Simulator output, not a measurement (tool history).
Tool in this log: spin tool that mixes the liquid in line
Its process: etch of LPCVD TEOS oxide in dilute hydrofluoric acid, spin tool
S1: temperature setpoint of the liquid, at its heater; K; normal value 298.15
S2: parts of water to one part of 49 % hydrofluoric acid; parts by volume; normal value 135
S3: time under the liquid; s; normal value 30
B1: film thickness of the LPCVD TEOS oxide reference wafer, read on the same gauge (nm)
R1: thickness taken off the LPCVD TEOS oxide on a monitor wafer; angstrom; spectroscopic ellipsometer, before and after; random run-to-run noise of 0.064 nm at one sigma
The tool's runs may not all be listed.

Run 1, day 0: usual settings but S1 301.15 K, S2 170 parts by volume; B1 40.01. Result: R1 76.9 angstrom.
Run 2, day 0.588: usual settings but S1 301.15 K, S2 170 parts by volume; B1 39.98. Result: R1 76.8 angstrom.
Run 3, day 0.967: usual settings; B1 40.01. Result: R1 89.4 angstrom.
Run 4, day 1.508: usual settings; B1 40.02. Result: R1 90.3 angstrom.
Run 5, day 2.238: usual settings but S1 300.15 K, S3 25 s; B1 39.96. Result: R1 80.4 angstrom.
Run 6, day 2.496: usual settings; B1 40.03. Result: R1 90 angstrom.
Run 7, day 3.2: usual settings; B1 39.99. Result: R1 88.7 angstrom.
Run 8, day 3.488: usual settings; B1 39.97. Result: R1 88.7 angstrom.
Run 9, day 4.208: usual settings; B1 39.97. Result: R1 88.3 angstrom.
At day 4.779: hydrofluoric acid flow meter replaced.
Run 10, day 4.8: usual settings; B1 39.97. Result: R1 89.2 angstrom.
Run 11, day 5.425: usual settings but S3 25 s; B1 39.96. Result: R1 74 angstrom.
Run 12, day 6.05: usual settings but S2 195 parts by volume, S3 20 s; B1 39.98. Result: R1 38.1 angstrom.
Run 13, day 6.671: usual settings but S2 80 parts by volume; B1 40.03. Result: R1 156.8 angstrom.
Run 14, day 7.025: usual settings; B1 40.02. Result: R1 87.9 angstrom.
Run 15, day 7.6: usual settings; B1 39.98. Result: R1 86.9 angstrom.
At day 7.704: gauge calibrated.
At day 7.779: thermometer replaced.
Run 16, day 8.05: usual settings but S1 296.15 K, S2 160 parts by volume, S3 20 s; B1 39.99. Result: R1 49 angstrom.
Run 17, day 8.554: usual settings but S1 295.15 K; B1 40.01. Result: R1 85.6 angstrom.
Run 18, day 8.896: usual settings but S1 301.15 K, S3 20 s; B1 40.03. Result: R1 72.6 angstrom.
Run 19, day 9.254: usual settings but S2 195 parts by volume, S3 40 s; B1 39.97. Result: R1 83.1 angstrom.
Run 20, day 9.742: usual settings but S1 301.65 K, S3 25 s; B1 40.04. Result: R1 92.3 angstrom.
Run 21, day 10.154: usual settings but S1 302.15 K, S2 165 parts by volume, S3 15 s; B1 39.96. Result: R1 43.7 angstrom.
Run 22, day 10.417: usual settings but S1 294.65 K; B1 40.02. Result: R1 84.8 angstrom.
Run 23, day 11.104: usual settings; B1 40.01. Result: R1 95.8 angstrom.

Same runs, no hidden state in the tool, same run-to-run variation:
Hidden state present: liquid colder than its thermometer reads (K); hydrofluoric acid flow below the setpoint (%); gauge reads high (%).
run     R1
  1     83
  2     83
  3   97.2
  4   98.4
  5   87.6
  6   98.3
  7   97.1
  8   97.2
  9   96.9
 10   98.1
 11   81.5
 12   41.9
 13  174.1
 14   97.3
 15   96.4
 16     49
 17   85.9
 18   72.8
 19   83.5
 20   92.8
 21     44
 22   85.5
 23   96.7

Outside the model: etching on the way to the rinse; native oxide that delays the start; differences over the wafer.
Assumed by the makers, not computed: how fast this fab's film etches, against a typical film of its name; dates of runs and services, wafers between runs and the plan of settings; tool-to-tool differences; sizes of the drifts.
